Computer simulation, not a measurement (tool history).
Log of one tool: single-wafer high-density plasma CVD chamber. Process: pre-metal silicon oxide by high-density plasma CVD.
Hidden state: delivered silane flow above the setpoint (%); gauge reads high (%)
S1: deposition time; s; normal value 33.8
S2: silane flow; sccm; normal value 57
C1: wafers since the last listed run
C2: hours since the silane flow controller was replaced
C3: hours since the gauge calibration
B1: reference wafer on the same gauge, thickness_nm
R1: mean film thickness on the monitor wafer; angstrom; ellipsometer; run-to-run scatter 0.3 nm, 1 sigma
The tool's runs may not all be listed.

{"run": 1, "hour": 0.0, "S1": 36.7, "S2": 57, "C1": 0, "C2": 2108.7, "C3": 40, "B1": 197.042, "R1": 2074.74}
{"run": 2, "hour": 10.4, "S1": 33.8, "S2": 57, "C1": 287, "C2": 2119.1, "C3": 50.4, "B1": 197.099, "R1": 1918.17}
{"run": 3, "hour": 25.3, "S1": 33.8, "S2": 57, "C1": 411, "C2": 2134, "C3": 65.3, "B1": 197.059, "R1": 1917.13}
{"run": 4, "hour": 41.0, "S1": 33.8, "S2": 57, "C1": 433, "C2": 2149.7, "C3": 81, "B1": 197.05, "R1": 1913.92}
{"run": 5, "hour": 57.9, "S1": 33.8, "S2": 57, "C1": 466, "C2": 2166.6, "C3": 97.9, "B1": 197.097, "R1": 1918.24}
{"run": 6, "hour": 64.7, "S1": 33.8, "S2": 57, "C1": 187, "C2": 2173.4, "C3": 104.7, "B1": 196.926, "R1": 1914.8}
{"run": 7, "hour": 73.2, "S1": 33.8, "S2": 57, "C1": 234, "C2": 2181.9, "C3": 113.2, "B1": 196.919, "R1": 1915.58}
{"run": 8, "hour": 82.7, "S1": 33.8, "S2": 57, "C1": 262, "C2": 2191.4, "C3": 122.7, "B1": 197.03, "R1": 1909.41}
{"run": 9, "hour": 91.0, "S1": 38.4, "S2": 48, "C1": 229, "C2": 2199.7, "C3": 131, "B1": 197.038, "R1": 1983.57}
{"run": 10, "hour": 100.0, "S1": 38.4, "S2": 48, "C1": 248, "C2": 2208.7, "C3": 140, "B1": 197.032, "R1": 1982.01}
{"run": 11, "hour": 112.0, "S1": 33.8, "S2": 57, "C1": 331, "C2": 2220.7, "C3": 152, "B1": 197.023, "R1": 1917.98}
{"run": 12, "hour": 128.2, "S1": 33.8, "S2": 57, "C1": 447, "C2": 2236.9, "C3": 168.2, "B1": 196.832, "R1": 1916.53}
{"run": 13, "hour": 144.9, "S1": 33.8, "S2": 57, "C1": 461, "C2": 2253.6, "C3": 184.9, "B1": 196.953, "R1": 1912.8}
{"run": 14, "hour": 157.5, "S1": 33.8, "S2": 57, "C1": 348, "C2": 2266.2, "C3": 197.5, "B1": 197.135, "R1": 1911.44}
{"run": 15, "hour": 171.2, "S1": 33.8, "S2": 57, "C1": 378, "C2": 2279.9, "C3": 211.2, "B1": 196.905, "R1": 1908.85}
{"hour": 183.8, "done": "silane flow controller replaced"}
{"run": 16, "hour": 184.3, "S1": 33.8, "S2": 57, "C1": 140, "C2": 0.5, "C3": 224.3, "B1": 196.905, "R1": 1979.33}
{"run": 17, "hour": 193.3, "S1": 27.3, "S2": 57, "C1": 248, "C2": 9.5, "C3": 233.3, "B1": 196.879, "R1": 1597.44}
{"run": 18, "hour": 210.2, "S1": 33.8, "S2": 57, "C1": 466, "C2": 26.4, "C3": 250.2, "B1": 197.072, "R1": 1983.91}
{"run": 19, "hour": 225.2, "S1": 39.4, "S2": 64, "C1": 414, "C2": 41.4, "C3": 265.2, "B1": 196.999, "R1": 2457.64}
{"hour": 227.2, "done": "gauge calibrated"}
{"run": 20, "hour": 236.3, "S1": 29, "S2": 60, "C1": 306, "C2": 52.5, "C3": 9.1, "B1": 196.955, "R1": 1753.81}
{"run": 21, "hour": 242.6, "S1": 33.8, "S2": 57, "C1": 174, "C2": 58.8, "C3": 15.4, "B1": 196.962, "R1": 1978.17}
{"run": 22, "hour": 281.7, "S1": 33.8, "S2": 57, "C1": 1080, "C2": 97.9, "C3": 54.5, "B1": 197.104, "R1": 1982.23}
{"run": 23, "hour": 295.7, "S1": 37.9, "S2": 62, "C1": 386, "C2": 111.9, "C3": 68.5, "B1": 196.936, "R1": 2323.96}
{"run": 24, "hour": 306.6, "S1": 30.7, "S2": 67, "C1": 301, "C2": 122.8, "C3": 79.4, "B1": 196.993, "R1": 1974.01}
{"run": 25, "hour": 318.1, "S1": 40.1, "S2": 64, "C1": 317, "C2": 134.3, "C3": 90.9, "B1": 197.066, "R1": 2506.39}
{"run": 26, "hour": 332.1, "S1": 35.5, "S2": 61, "C1": 386, "C2": 148.3, "C3": 104.9, "B1": 197.017, "R1": 2162.04}
{"run": 27, "hour": 341.0, "S1": 33.8, "S2": 57, "C1": 245, "C2": 157.2, "C3": 113.8, "B1": 197.055, "R1": 1975.55}
{"run": 28, "hour": 355.8, "S1": 29.2, "S2": 51, "C1": 408, "C2": 172, "C3": 128.6, "B1": 196.944, "R1": 1607.43}
{"run": 29, "hour": 366.7, "S1": 33.8, "S2": 57, "C1": 301, "C2": 182.9, "C3": 139.5, "B1": 197.077, "R1": 1975.12}
{"run": 30, "hour": 383.8, "S1": 36.3, "S2": 54, "C1": 472, "C2": 200, "C3": 156.6, "B1": 196.934, "R1": 2060.33}
{"run": 31, "hour": 400.4, "S1": 35.9, "S2": 53, "C1": 458, "C2": 216.6, "C3": 173.2, "B1": 197.095, "R1": 2017.91}

Describe how what the log doesn't record of the tool's condition differs between the last listed run preceding each entry between runs and the first listed run following it.
Runs 15 to 16: silane flow controller replaced (hour 183.8)
  delivered silane flow above the setpoint (%): -6.21 -> 0.0111
  what was measured, less what the result would be without the hidden state, R1: -69.08 -> +0.12 angstrom
Runs 19 to 20: gauge calibrated (hour 227.2)
  delivered silane flow above the setpoint (%): -0.095 -> -0.124
  what was measured, less what the result would be without the hidden state, R1: -1.31 -> -1.22 angstrom
